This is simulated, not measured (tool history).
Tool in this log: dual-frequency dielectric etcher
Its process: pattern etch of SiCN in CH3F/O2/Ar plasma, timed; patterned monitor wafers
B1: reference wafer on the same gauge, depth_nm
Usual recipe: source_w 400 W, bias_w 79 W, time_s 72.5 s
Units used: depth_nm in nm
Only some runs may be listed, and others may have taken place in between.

{"run": 1, "hour": 0.0, "source_w": 400, "bias_w": 79, "time_s": 58.0, "B1": 26.32, "depth_nm": 21.37}
{"run": 2, "hour": 172.6, "source_w": 400, "bias_w": 79, "time_s": 58.0, "B1": 26.24, "depth_nm": 21.4}
{"run": 3, "hour": 227.5, "source_w": 400, "bias_w": 79, "time_s": 58.0, "B1": 26.22, "depth_nm": 21.34}
{"run": 4, "hour": 286.4, "source_w": 400, "bias_w": 79, "time_s": 72.5, "B1": 26.18, "depth_nm": 26.64}
{"run": 5, "hour": 322.5, "source_w": 400, "bias_w": 79, "time_s": 72.5, "B1": 26.17, "depth_nm": 26.61}
{"run": 6, "hour": 348.7, "source_w": 400, "bias_w": 79, "time_s": 72.5, "B1": 26.18, "depth_nm": 26.89}
{"run": 7, "hour": 385.8, "source_w": 400, "bias_w": 79, "time_s": 90.0, "B1": 26.17, "depth_nm": 33.04}
{"run": 8, "hour": 440.7, "source_w": 400, "bias_w": 79, "time_s": 72.5, "B1": 26.12, "depth_nm": 26.72}
{"hour": 478.6, "done": "source power generator calibrated"}
{"run": 9, "hour": 506.4, "source_w": 400, "bias_w": 79, "time_s": 72.5, "B1": 26.08, "depth_nm": 26.71}
{"hour": 512.7, "done": "bias power generator calibrated"}
{"hour": 600.3, "done": "wet clean of the chamber"}
{"run": 10, "hour": 600.8, "source_w": 400, "bias_w": 79, "time_s": 72.5, "B1": 26.06, "depth_nm": 26.5}
{"run": 11, "hour": 607.2, "source_w": 400, "bias_w": 65, "time_s": 72.5, "B1": 26.06, "depth_nm": 25.43}
{"run": 12, "hour": 649.2, "source_w": 400, "bias_w": 65, "time_s": 72.5, "B1": 26.03, "depth_nm": 25.42}
{"run": 13, "hour": 717.5, "source_w": 400, "bias_w": 65, "time_s": 72.5, "B1": 26.02, "depth_nm": 25.47}
{"run": 14, "hour": 785.4, "source_w": 320, "bias_w": 79, "time_s": 72.5, "B1": 26.0, "depth_nm": 25.04}
{"run": 15, "hour": 829.5, "source_w": 400, "bias_w": 79, "time_s": 72.5, "B1": 25.98, "depth_nm": 26.39}
{"run": 16, "hour": 881.5, "source_w": 400, "bias_w": 79, "time_s": 72.5, "B1": 25.93, "depth_nm": 26.45}
{"run": 17, "hour": 951.7, "source_w": 430, "bias_w": 62, "time_s": 59.5, "B1": 25.91, "depth_nm": 20.89}
{"hour": 997.1, "done": "upper electrode replaced"}
{"run": 18, "hour": 997.6, "source_w": 360, "bias_w": 96, "time_s": 90.0, "B1": 25.89, "depth_nm": 33.55}
{"run": 19, "hour": 1020.8, "source_w": 400, "bias_w": 93, "time_s": 72.5, "B1": 25.86, "depth_nm": 27.49}
{"run": 20, "hour": 1061.4, "source_w": 480, "bias_w": 67, "time_s": 92.5, "B1": 25.85, "depth_nm": 33.8}
{"hour": 1061.6, "done": "gauge calibrated"}
{"run": 21, "hour": 1096.8, "source_w": 400, "bias_w": 79, "time_s": 72.5, "B1": 26.56, "depth_nm": 27.04}
{"run": 22, "hour": 1167.5, "source_w": 450, "bias_w": 66, "time_s": 52.5, "B1": 26.55, "depth_nm": 19.32}
{"hour": 1198.9, "done": "wet clean of the chamber"}
{"run": 23, "hour": 1199.4, "source_w": 340, "bias_w": 79, "time_s": 72.5, "B1": 26.52, "depth_nm": 25.78}
{"run": 24, "hour": 1235.3, "source_w": 490, "bias_w": 93, "time_s": 72.5, "B1": 26.5, "depth_nm": 29.73}
{"run": 25, "hour": 1297.5, "source_w": 400, "bias_w": 79, "time_s": 72.5, "B1": 26.47, "depth_nm": 27.13}
{"run": 26, "hour": 1346.0, "source_w": 400, "bias_w": 79, "time_s": 72.5, "B1": 26.45, "depth_nm": 26.93}

Predict each of these 4 candidate next runs independently; none follows another, all start after run 26:
{"run": "A", "hour": 1346.4, "source_w": 400, "bias_w": 79, "time_s": 56.0, "B1": "?", "depth_nm": "?"}
{"run": "B", "hour": 1346.4, "source_w": 310, "bias_w": 70, "time_s": 63.0, "B1": "?", "depth_nm": "?"}
{"run": "C", "hour": 1346.4, "source_w": 340, "bias_w": 79, "time_s": 86.0, "B1": "?", "depth_nm": "?"}
{"run": "D", "hour": 1346.4, "source_w": 400, "bias_w": 61, "time_s": 66.5, "B1": "?", "depth_nm": "?"}

run=A B1=26.45 depth_nm=20.74
run=B B1=26.45 depth_nm=21.34
run=C B1=26.45 depth_nm=30.62
run=D B1=26.45 depth_nm=23.22
Stripped of hidden state, with their random variation kept, the same runs would have yielded:
run=A depth_nm=20.78
run=B depth_nm=21.38
run=C depth_nm=30.68
run=D depth_nm=23.27
